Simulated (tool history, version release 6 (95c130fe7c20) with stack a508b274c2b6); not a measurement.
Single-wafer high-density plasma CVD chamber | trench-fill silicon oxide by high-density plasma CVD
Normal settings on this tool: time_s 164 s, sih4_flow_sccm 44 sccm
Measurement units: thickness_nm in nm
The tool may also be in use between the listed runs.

run     day  time_s  sih4_flow_sccm  wafers since the last listed run  hours since the silane flow controller was replaced  hours since the gauge calibration  read-back reference wafer on the same gauge, thickness_nm  thickness_nm
  1       0     164              44                                 0                                               2219.8                              669.8                                                    596.111       711.943
  2   4.138     164              44                               727                                               2319.1                              769.1                                                    595.946       715.306
  3   6.071     164              44                               340                                               2365.5                              815.5                                                    595.315       715.297
      7.117  -- gauge calibrated
  4   9.621     138              46                               624                                               2450.7                               60.1                                                    606.511       639.034
  5   12.45     138              46                               497                                               2518.6                                128                                                    604.094       635.526
  6  16.908     189              44                               784                                               2625.6                                235                                                     601.96       824.359
  7  20.812     155              40                               686                                               2719.3                              328.7                                                    599.681       620.675
  8  22.512     155              40                               299                                               2760.1                              369.5                                                    599.267       623.783
  9  26.721     133              44                               740                                               2861.1                              470.5                                                    598.311       579.172
 10  29.429     183              44                               476                                               2926.1                              535.5                                                    597.639       796.124
 11  32.208     192              47                               488                                               2992.8                              602.2                                                    597.695       891.928
     35.254  -- silane flow controller replaced
 12  35.888     182              44                               588                                                 15.2                              690.5                                                    597.107       790.957
     37.658  -- gauge calibrated
 13  40.004     155              46                               724                                                  114                               56.3                                                    605.669       717.122
 14  42.917     164              44                               512                                                183.9                              126.2                                                    603.439       716.725
 15  46.204     173              40                               578                                                262.8                              205.1                                                    601.014       695.012
 16  49.404     146              50                               562                                                339.6                              281.9                                                    599.748       717.419

Run by run, hidden condition taken away, random variation retained:
The hidden state here: delivered silane flow above the setpoint (%); gauge reads high (%).
run  thickness_nm
  1       726.211
  2       730.048
  3       730.183
  4       640.692
  5       639.644
  6       833.386
  7       629.151
  8       632.873
  9       588.628
 10        809.78
 11        907.82
 12       805.573
 13       719.788
 14       722.294
 15       702.839
 16       727.332
